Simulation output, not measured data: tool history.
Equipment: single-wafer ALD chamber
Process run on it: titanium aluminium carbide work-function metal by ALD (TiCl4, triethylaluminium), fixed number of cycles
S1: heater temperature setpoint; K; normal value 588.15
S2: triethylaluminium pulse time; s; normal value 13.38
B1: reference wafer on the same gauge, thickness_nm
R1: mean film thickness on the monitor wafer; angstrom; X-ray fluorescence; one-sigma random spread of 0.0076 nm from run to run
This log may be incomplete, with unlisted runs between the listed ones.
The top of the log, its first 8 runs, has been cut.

run    hour      S1     S2     B1     R1
  9   504.9  584.15  13.38  2.452  22.91
 10   561.6  588.15  13.38  2.452  23.16
 11   588.5  588.15  14.97  2.446  23.52
      612.2  -- triethylaluminium bottle replaced
 12   628.8  574.15     18   2.45  22.69
      653.8  -- thermocouple changed; heater temperature recalibrated
 13   670.1  599.15      9  2.451  23.52
      719.9  -- showerhead replaced
 14   738.9  588.15  13.38  2.449  23.13
 15   785.7  595.15  15.46  2.453  24.07
 16   824.4  576.15  11.54  2.447  21.77
 17   854.6  588.15  10.52  2.449  22.83
 18   920.2  588.15  16.13  2.452  23.24
 19   962.2  588.15  13.38  2.452  23.15
 20  1009.7  598.15  10.19  2.455   23.5
 21  1064.3  594.15  16.39  2.451  23.87
 22  1107.3  594.15  17.69  2.451  23.91
 23  1132.2  588.15  13.38   2.45  22.97
 24  1192.5  594.15  16.43  2.449  23.93
 25  1258.3  601.15  17.73   2.45  24.65
 26  1304.3  588.15  13.38   2.45     23
 27  1336.2  594.15  16.39   2.45  23.79
 28  1372.2  588.15  13.38  2.448  23.01
 29    1435  588.15  15.25  2.452  23.28
 30  1477.6  588.15  13.38   2.45  23.01
 31  1514.2  600.15  14.98  2.455  24.38
 32  1557.2  582.15   8.15  2.449  21.18

Here are 5 independent what-if runs from the current tool condition. What would each one return?
  A  1557.6  588.15  17.21   ?   ?
  B  1557.6  583.15  10.96   ?   ?
  C  1557.6  597.15  11.62   ?   ?
  D  1557.6  602.15   9.82   ?   ?
  E  1557.6  584.15    8.2   ?   ?

run     B1     R1
  A  2.451  23.38
  B  2.451  22.18
  C  2.451  23.66
  D  2.451  23.68
  E  2.451   21.4
The same runs, with their run-to-run variation unchanged, on a tool lacking any hidden condition would have given:
run     R1
  A  23.32
  B  22.44
  C  23.89
  D  24.09
  E  21.95

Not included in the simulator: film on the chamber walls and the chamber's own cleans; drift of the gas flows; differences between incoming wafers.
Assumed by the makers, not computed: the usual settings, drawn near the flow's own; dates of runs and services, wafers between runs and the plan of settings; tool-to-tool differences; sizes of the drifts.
